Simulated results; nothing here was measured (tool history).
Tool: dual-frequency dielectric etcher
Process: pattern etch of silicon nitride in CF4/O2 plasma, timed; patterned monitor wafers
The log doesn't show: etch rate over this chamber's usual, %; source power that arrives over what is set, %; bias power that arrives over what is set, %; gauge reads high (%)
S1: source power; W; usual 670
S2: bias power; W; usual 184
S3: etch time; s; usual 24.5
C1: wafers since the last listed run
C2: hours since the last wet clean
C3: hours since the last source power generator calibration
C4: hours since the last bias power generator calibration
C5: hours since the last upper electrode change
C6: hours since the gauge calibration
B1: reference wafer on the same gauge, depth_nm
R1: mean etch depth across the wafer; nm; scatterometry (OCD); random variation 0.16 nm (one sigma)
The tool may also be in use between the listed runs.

| run | hour | S1 | S2 | S3 | C1 | C2 | C3 | C4 | C5 | C6 | B1 | R1 |
|---|---|---|---|---|---|---|---|---|---|---|---|---|
| 1 | 0 | 670 | 184 | 24.5 | 0 | 85.1 | 4440.6 | 230.7 | 744.7 | 1687.2 | 74.9 | 69.5 |
| 2 | 61.6 | 670 | 184 | 24.5 | 754 | 146.7 | 4502.2 | 292.3 | 806.3 | 1748.8 | 74.9 | 69.3 |
| 3 | 104.1 | 670 | 184 | 24.5 | 520 | 189.2 | 4544.7 | 334.8 | 848.8 | 1791.3 | 74.9 | 69.4 |
| 4 | 154.6 | 670 | 184 | 24.5 | 618 | 239.7 | 4595.2 | 385.3 | 899.3 | 1841.8 | 74.9 | 69.4 |
| 5 | 250 | 670 | 184 | 26 | 1168 | 335.1 | 4690.6 | 480.7 | 994.7 | 1937.2 | 74.9 | 73.7 |
|  | 545.5 | wet clean of the chamber |
| 6 | 549.2 | 670 | 184 | 26 | 3370 | 3.7 | 4989.8 | 779.9 | 1293.9 | 2236.4 | 74.9 | 73.7 |
| 7 | 643.5 | 670 | 184 | 24.5 | 1154 | 98 | 5084.1 | 874.2 | 1388.2 | 2330.7 | 74.9 | 69.3 |
|  | 704.4 | gauge calibrated |
|  | 713.3 | source power generator calibrated |
| 8 | 720.4 | 670 | 184 | 24.5 | 892 | 174.9 | 7.1 | 951.1 | 1465.1 | 16 | 74.9 | 70.1 |
| 9 | 788.6 | 670 | 184 | 24.5 | 835 | 243.1 | 75.3 | 1019.3 | 1533.3 | 84.2 | 74.9 | 70.3 |
| 10 | 827.2 | 600 | 222 | 24.5 | 472 | 281.7 | 113.9 | 1057.9 | 1571.9 | 122.8 | 74.9 | 67.4 |
| 11 | 901.8 | 620 | 184 | 24.5 | 913 | 356.3 | 188.5 | 1132.5 | 1646.5 | 197.4 | 74.8 | 65.2 |
| 12 | 988.4 | 670 | 213 | 27 | 1060 | 442.9 | 275.1 | 1219.1 | 1733.1 | 284 | 74.9 | 81.1 |
| 13 | 1060.8 | 670 | 184 | 24.5 | 886 | 515.3 | 347.5 | 1291.5 | 1805.5 | 356.4 | 74.9 | 70.1 |
| 14 | 1164.2 | 530 | 184 | 24.5 | 1266 | 618.7 | 450.9 | 1394.9 | 1908.9 | 459.8 | 74.9 | 56.3 |
|  | 1301.3 | wet clean of the chamber |
| 15 | 1426.8 | 570 | 152 | 20.5 | 2922 | 125.5 | 713.5 | 1657.5 | 2171.5 | 722.4 | 74.8 | 47.3 |
| 16 | 1483.7 | 670 | 184 | 27.5 | 696 | 182.4 | 770.4 | 1714.4 | 2228.4 | 779.3 | 74.9 | 78.6 |
|  | 1513.4 | bias power generator calibrated |
| 17 | 1577.6 | 520 | 184 | 24.5 | 1101 | 276.3 | 864.3 | 64.2 | 2322.3 | 873.2 | 75 | 55.2 |
| 18 | 1621 | 800 | 203 | 31.5 | 531 | 319.7 | 907.7 | 107.6 | 2365.7 | 916.6 | 74.9 | 109.2 |
|  | 1710.3 | upper electrode replaced |
| 19 | 1727.9 | 670 | 184 | 29 | 1015 | 426.6 | 1014.6 | 214.5 | 17.6 | 1023.5 | 74.9 | 82.8 |
| 20 | 1823.4 | 800 | 184 | 24.5 | 1169 | 522.1 | 1110.1 | 310 | 113.1 | 1119 | 74.9 | 82.3 |
| 21 | 1890.1 | 670 | 184 | 24.5 | 816 | 588.8 | 1176.8 | 376.7 | 179.8 | 1185.7 | 74.9 | 70.2 |
|  | 2004 | wet clean of the chamber |
| 22 | 2004.5 | 670 | 184 | 24.5 | 1107 | 0.5 | 1291.2 | 491.1 | 294.2 | 1300.1 | 74.9 | 69.9 |
| 23 | 2069.2 | 720 | 210 | 24.5 | 792 | 65.2 | 1355.9 | 555.8 | 358.9 | 1364.8 | 74.9 | 77.7 |
| 24 | 2145.4 | 670 | 163 | 27 | 933 | 141.4 | 1432.1 | 632 | 435.1 | 1441 | 75 | 74.1 |
| 25 | 2235.5 | 520 | 184 | 24.5 | 1103 | 231.5 | 1522.2 | 722.1 | 525.2 | 1531.1 | 74.9 | 55.3 |
| 26 | 2317.8 | 580 | 217 | 20.5 | 1008 | 313.8 | 1604.5 | 804.4 | 607.5 | 1613.4 | 74.9 | 53.8 |
| 27 | 2367.4 | 670 | 201 | 19 | 607 | 363.4 | 1654.1 | 854 | 657.1 | 1663 | 74.9 | 55.6 |
| 28 | 2445.4 | 670 | 141 | 19.5 | 955 | 441.4 | 1732.1 | 932 | 735.1 | 1741 | 74.9 | 51.2 |
| 29 | 2525.9 | 670 | 184 | 24.5 | 985 | 521.9 | 1812.6 | 1012.5 | 815.6 | 1821.5 | 74.8 | 69.8 |
| 30 | 2611.7 | 790 | 170 | 32 | 1050 | 607.7 | 1898.4 | 1098.3 | 901.4 | 1907.3 | 74.9 | 103.5 |

Measured less the same run without the tool's hidden state. The same run-to-run variation is in both; the gauge's scatter may not be:
| run | R1 |
|---|---|
| 1 | -0.6 |
| 2 | -0.7 |
| 3 | -0.7 |
| 4 | -0.7 |
| 5 | -0.7 |
| 6 | -0.8 |
| 7 | -0.8 |
| 8 | -0.1 |
| 9 | -0.1 |
| 10 | -0.1 |
| 11 | +0 |
| 12 | +0 |
| 13 | -0.1 |
| 14 | +0 |
| 15 | -0.1 |
| 16 | -0.2 |
| 17 | -0.1 |
| 18 | -0.3 |
| 19 | -0.2 |
| 20 | -0.3 |
| 21 | -0.3 |
| 22 | -0.3 |
| 23 | -0.3 |
| 24 | -0.3 |
| 25 | -0.2 |
| 26 | -0.2 |
| 27 | -0.3 |
| 28 | -0.2 |
| 29 | -0.4 |
| 30 | -0.6 |

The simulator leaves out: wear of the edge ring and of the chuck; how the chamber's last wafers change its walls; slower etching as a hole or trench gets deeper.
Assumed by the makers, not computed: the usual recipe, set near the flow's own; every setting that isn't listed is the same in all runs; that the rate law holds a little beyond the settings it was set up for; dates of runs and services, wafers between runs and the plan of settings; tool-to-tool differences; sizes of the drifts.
